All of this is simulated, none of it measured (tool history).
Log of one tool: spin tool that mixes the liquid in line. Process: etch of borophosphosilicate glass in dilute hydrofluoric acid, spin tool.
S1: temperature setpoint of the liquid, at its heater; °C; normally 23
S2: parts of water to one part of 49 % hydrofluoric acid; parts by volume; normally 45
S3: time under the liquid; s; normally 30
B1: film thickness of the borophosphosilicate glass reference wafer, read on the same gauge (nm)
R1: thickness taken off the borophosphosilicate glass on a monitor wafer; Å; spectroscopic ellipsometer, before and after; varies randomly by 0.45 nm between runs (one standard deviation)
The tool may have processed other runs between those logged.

Run 1, hour 0: usual settings; B1 140.02. Result: R1 448.4 Å.
Run 2, hour 32.1: usual settings; B1 139.99. Result: R1 457.6 Å.
Run 3, hour 97.3: usual settings; B1 140.02. Result: R1 458.1 Å.
Run 4, hour 136.6: usual settings; B1 139.99. Result: R1 452.3 Å.
Run 5, hour 170: usual settings but S1 19.5 °C; B1 139.97. Result: R1 389.7 Å.
Run 6, hour 194.2: usual settings but S1 19.5 °C; B1 140. Result: R1 391 Å.
Run 7, hour 233: usual settings but S1 19.5 °C; B1 140. Result: R1 396.6 Å.
Run 8, hour 296.3: usual settings but S3 35 s; B1 139.97. Result: R1 530 Å.
Run 9, hour 350.6: usual settings but S1 18.5 °C, S2 50 parts by volume; B1 140. Result: R1 335.1 Å.
Run 10, hour 376: usual settings but S2 35 parts by volume; B1 140.01. Result: R1 592.2 Å.
Run 11, hour 443.1: usual settings but S1 21.5 °C, S2 55 parts by volume, S3 20 s; B1 140.01. Result: R1 231.9 Å.
At hour 463.5: gauge calibrated.
Run 12, hour 476.9: usual settings but S2 25 parts by volume, S3 15 s; B1 139.98. Result: R1 424.5 Å.
Run 13, hour 531.7: usual settings but S1 18.5 °C, S2 35 parts by volume, S3 20 s; B1 140.03. Result: R1 328.7 Å.
At hour 563.1: thermometer replaced.
Run 14, hour 601.2: usual settings but S1 24.5 °C, S2 25 parts by volume, S3 20 s; B1 140.02. Result: R1 587 Å.
At hour 676.3: hydrofluoric acid flow meter replaced.
Run 15, hour 724.9: usual settings but S1 25 °C, S2 30 parts by volume, S3 15 s; B1 140.01. Result: R1 373.6 Å.
Run 16, hour 763.7: usual settings; B1 140.01. Result: R1 450.4 Å.
Run 17, hour 793.4: usual settings but S1 25 °C, S2 30 parts by volume, S3 15 s; B1 139.97. Result: R1 377 Å.
Run 18, hour 861.4: usual settings but S1 20 °C, S2 30 parts by volume, S3 15 s; B1 140. Result: R1 305.9 Å.
Run 19, hour 1035.2: usual settings; B1 140.03. Result: R1 456.3 Å.
Run 20, hour 1089.4: usual settings but S3 45 s; B1 140.02. Result: R1 685.6 Å.
Run 21, hour 1121: usual settings but S1 26.5 °C, S2 35 parts by volume, S3 15 s; B1 140. Result: R1 340.3 Å.
Run 22, hour 1160.4: usual settings but S1 25 °C, S2 30 parts by volume, S3 15 s; B1 140. Result: R1 379.1 Å.
Run 23, hour 1230.9: usual settings; B1 139.97. Result: R1 446.6 Å.
Run 24, hour 1274.8: usual settings but S2 30 parts by volume, S3 50 s; B1 140.01. Result: R1 1158.5 Å.
Run 25, hour 1338.3: usual settings but S1 27.5 °C, S2 65 parts by volume; B1 139.97. Result: R1 364.6 Å.
Run 26, hour 1374.9: usual settings; B1 139.98. Result: R1 453.9 Å.
Run 27, hour 1435.7: usual settings; B1 140.01. Result: R1 456.6 Å.
Run 28, hour 1488.2: usual settings but S1 19 °C, S3 20 s; B1 140. Result: R1 249 Å.
Run 29, hour 1558.1: usual settings but S1 25.5 °C, S2 60 parts by volume, S3 20 s; B1 140.02. Result: R1 246.4 Å.
At hour 1612.7: hydrofluoric acid flow meter replaced.
Run 30, hour 1619.1: usual settings but S1 18 °C, S2 65 parts by volume; B1 139.96. Result: R1 250.1 Å.
Run 31, hour 1675: usual settings but S1 27.5 °C, S2 65 parts by volume, S3 15 s; B1 140.01. Result: R1 183.5 Å.

Below are 5 alternative next runs, each starting from the tool's condition after run 31. Predict each:
Run A, hour 1675.4: usual settings but S3 40 s; B1 ?. Result: R1 ?.
Run B, hour 1675.4: usual settings but S1 26.5 °C; B1 ?. Result: R1 ?.
Run C, hour 1675.4: usual settings but S2 25 parts by volume, S3 20 s; B1 ?. Result: R1 ?.
Run D, hour 1675.4: usual settings but S1 25.5 °C, S3 40 s; B1 ?. Result: R1 ?.
Run E, hour 1675.4: usual settings but S1 19.5 °C, S2 65 parts by volume, S3 35 s; B1 ?. Result: R1 ?.

run      B1     R1
  A  139.99  607.7
  B  139.99  526.2
  C  139.99  561.4
  D  139.99  673.7
  E  139.99  310.1
With no hidden state in the tool, these same runs would have given:
run     R1
  A  607.7
  B  526.2
  C  561.4
  D  673.7
  E  310.1
